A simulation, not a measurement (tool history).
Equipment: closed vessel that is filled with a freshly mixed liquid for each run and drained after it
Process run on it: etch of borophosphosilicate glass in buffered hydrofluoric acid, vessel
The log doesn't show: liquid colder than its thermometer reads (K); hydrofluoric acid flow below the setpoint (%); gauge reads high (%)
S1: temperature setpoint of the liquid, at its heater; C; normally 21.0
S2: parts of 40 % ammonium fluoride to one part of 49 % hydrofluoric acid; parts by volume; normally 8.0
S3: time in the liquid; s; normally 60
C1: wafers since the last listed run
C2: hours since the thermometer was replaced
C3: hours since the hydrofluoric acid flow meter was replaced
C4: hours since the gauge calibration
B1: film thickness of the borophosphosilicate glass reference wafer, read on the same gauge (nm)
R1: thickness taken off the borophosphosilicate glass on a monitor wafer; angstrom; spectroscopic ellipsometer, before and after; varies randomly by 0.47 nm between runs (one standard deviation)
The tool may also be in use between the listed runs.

run 1 hour=0.0 | S1=24.0 S2=8.0 S3=60 | C1=0 C2=2243.8 C3=559.2 C4=1833.0 | B1=130.01 | R1=1301.9
run 2 hour=56.3 | S1=21.0 S2=8.0 S3=60 | C1=4152 C2=2300.1 C3=615.5 C4=1889.3 | B1=130.00 | R1=1097.4
run 3 hour=102.7 | S1=21.0 S2=8.0 S3=60 | C1=3421 C2=2346.5 C3=661.9 C4=1935.7 | B1=130.02 | R1=1107.3
run 4 hour=143.3 | S1=21.0 S2=8.0 S3=60 | C1=2994 C2=2387.1 C3=702.5 C4=1976.3 | B1=130.01 | R1=1098.7
run 5 hour=192.9 | S1=21.0 S2=8.0 S3=60 | C1=3657 C2=2436.7 C3=752.1 C4=2025.9 | B1=130.03 | R1=1107.7
run 6 hour=275.0 | S1=21.0 S2=8.0 S3=60 | C1=6054 C2=2518.8 C3=834.2 C4=2108.0 | B1=129.99 | R1=1101.9
run 7 hour=329.3 | S1=21.0 S2=8.0 S3=60 | C1=4004 C2=2573.1 C3=888.5 C4=2162.3 | B1=130.00 | R1=1104.5
-- hour=465.5 thermometer replaced
-- hour=469.3 gauge calibrated
run 8 hour=605.6 | S1=21.0 S2=8.0 S3=60 | C1=20303 C2=140.1 C3=1164.8 C4=136.3 | B1=129.99 | R1=1102.7
run 9 hour=755.8 | S1=21.0 S2=8.0 S3=60 | C1=11077 C2=290.3 C3=1315.0 C4=286.5 | B1=129.99 | R1=1092.7
run 10 hour=806.8 | S1=19.0 S2=9.5 S3=60 | C1=3761 C2=341.3 C3=1366.0 C4=337.5 | B1=130.00 | R1=840.5
run 11 hour=890.2 | S1=21.0 S2=8.0 S3=60 | C1=6150 C2=424.7 C3=1449.4 C4=420.9 | B1=129.99 | R1=1099.6
run 12 hour=947.0 | S1=21.0 S2=8.0 S3=60 | C1=4188 C2=481.5 C3=1506.2 C4=477.7 | B1=129.98 | R1=1099.6
run 13 hour=1010.3 | S1=21.0 S2=8.0 S3=60 | C1=4668 C2=544.8 C3=1569.5 C4=541.0 | B1=129.99 | R1=1104.2
run 14 hour=1087.7 | S1=23.0 S2=5.5 S3=50 | C1=5708 C2=622.2 C3=1646.9 C4=618.4 | B1=130.01 | R1=1457.8
run 15 hour=1314.9 | S1=21.0 S2=8.0 S3=60 | C1=16755 C2=849.4 C3=1874.1 C4=845.6 | B1=130.01 | R1=1100.9
-- hour=1378.5 hydrofluoric acid flow meter replaced
run 16 hour=1418.6 | S1=21.0 S2=7.0 S3=60 | C1=7574 C2=953.1 C3=40.1 C4=949.3 | B1=129.99 | R1=1281.3
run 17 hour=1468.9 | S1=22.5 S2=10.5 S3=30 | C1=3709 C2=1003.4 C3=90.4 C4=999.6 | B1=130.02 | R1=466.9
run 18 hour=1567.3 | S1=22.5 S2=5.5 S3=75 | C1=7256 C2=1101.8 C3=188.8 C4=1098.0 | B1=130.01 | R1=2141.8
run 19 hour=1631.7 | S1=17.0 S2=8.0 S3=60 | C1=4749 C2=1166.2 C3=253.2 C4=1162.4 | B1=130.00 | R1=885.3
run 20 hour=1672.6 | S1=17.0 S2=9.0 S3=60 | C1=3016 C2=1207.1 C3=294.1 C4=1203.3 | B1=130.01 | R1=774.7
run 21 hour=1713.2 | S1=24.5 S2=5.5 S3=30 | C1=2994 C2=1247.7 C3=334.7 C4=1243.9 | B1=130.00 | R1=958.8
run 22 hour=1750.8 | S1=21.0 S2=8.0 S3=60 | C1=2772 C2=1285.3 C3=372.3 C4=1281.5 | B1=129.98 | R1=1104.2
run 23 hour=1837.1 | S1=21.0 S2=8.0 S3=60 | C1=6364 C2=1371.6 C3=458.6 C4=1367.8 | B1=129.99 | R1=1104.5
run 24 hour=1923.8 | S1=18.5 S2=9.5 S3=35 | C1=6394 C2=1458.3 C3=545.3 C4=1454.5 | B1=129.99 | R1=476.0
run 25 hour=2023.9 | S1=17.0 S2=6.5 S3=45 | C1=7382 C2=1558.4 C3=645.4 C4=1554.6 | B1=129.98 | R1=823.0
run 26 hour=2063.2 | S1=21.0 S2=8.0 S3=60 | C1=2898 C2=1597.7 C3=684.7 C4=1593.9 | B1=130.01 | R1=1096.5
run 27 hour=2152.3 | S1=17.5 S2=8.0 S3=60 | C1=6571 C2=1686.8 C3=773.8 C4=1683.0 | B1=130.01 | R1=907.1
run 28 hour=2218.0 | S1=23.0 S2=8.0 S3=60 | C1=4845 C2=1752.5 C3=839.5 C4=1748.7 | B1=129.97 | R1=1231.0
run 29 hour=2291.3 | S1=21.0 S2=8.0 S3=60 | C1=5405 C2=1825.8 C3=912.8 C4=1822.0 | B1=130.00 | R1=1096.3
run 30 hour=2329.9 | S1=19.5 S2=9.0 S3=80 | C1=2846 C2=1864.4 C3=951.4 C4=1860.6 | B1=129.99 | R1=1196.4
run 31 hour=2416.4 | S1=24.5 S2=7.0 S3=85 | C1=6379 C2=1950.9 C3=1037.9 C4=1947.1 | B1=130.01 | R1=2181.6

4 options for the next run, each taken on its own from the tool as it stands now. Forecast them:
run A hour=2417.1 | S1=21.0 S2=8.0 S3=60 | C1=51 C2=1951.6 C3=1038.6 C4=1947.8 | B1=? | R1=?
run B hour=2417.1 | S1=21.0 S2=9.0 S3=75 | C1=51 C2=1951.6 C3=1038.6 C4=1947.8 | B1=? | R1=?
run C hour=2417.1 | S1=24.0 S2=9.5 S3=50 | C1=51 C2=1951.6 C3=1038.6 C4=1947.8 | B1=? | R1=?
run D hour=2417.1 | S1=21.0 S2=5.5 S3=60 | C1=51 C2=1951.6 C3=1038.6 C4=1947.8 | B1=? | R1=?

run=A B1=130.01 R1=1105.2
run=B B1=130.01 R1=1214.1
run=C B1=130.01 R1=920.5
run=D B1=130.01 R1=1582.4
Stripped of hidden state, with their random variation kept, the same runs would have yielded:
run=A R1=1105.2
run=B R1=1214.1
run=C R1=920.5
run=D R1=1582.4
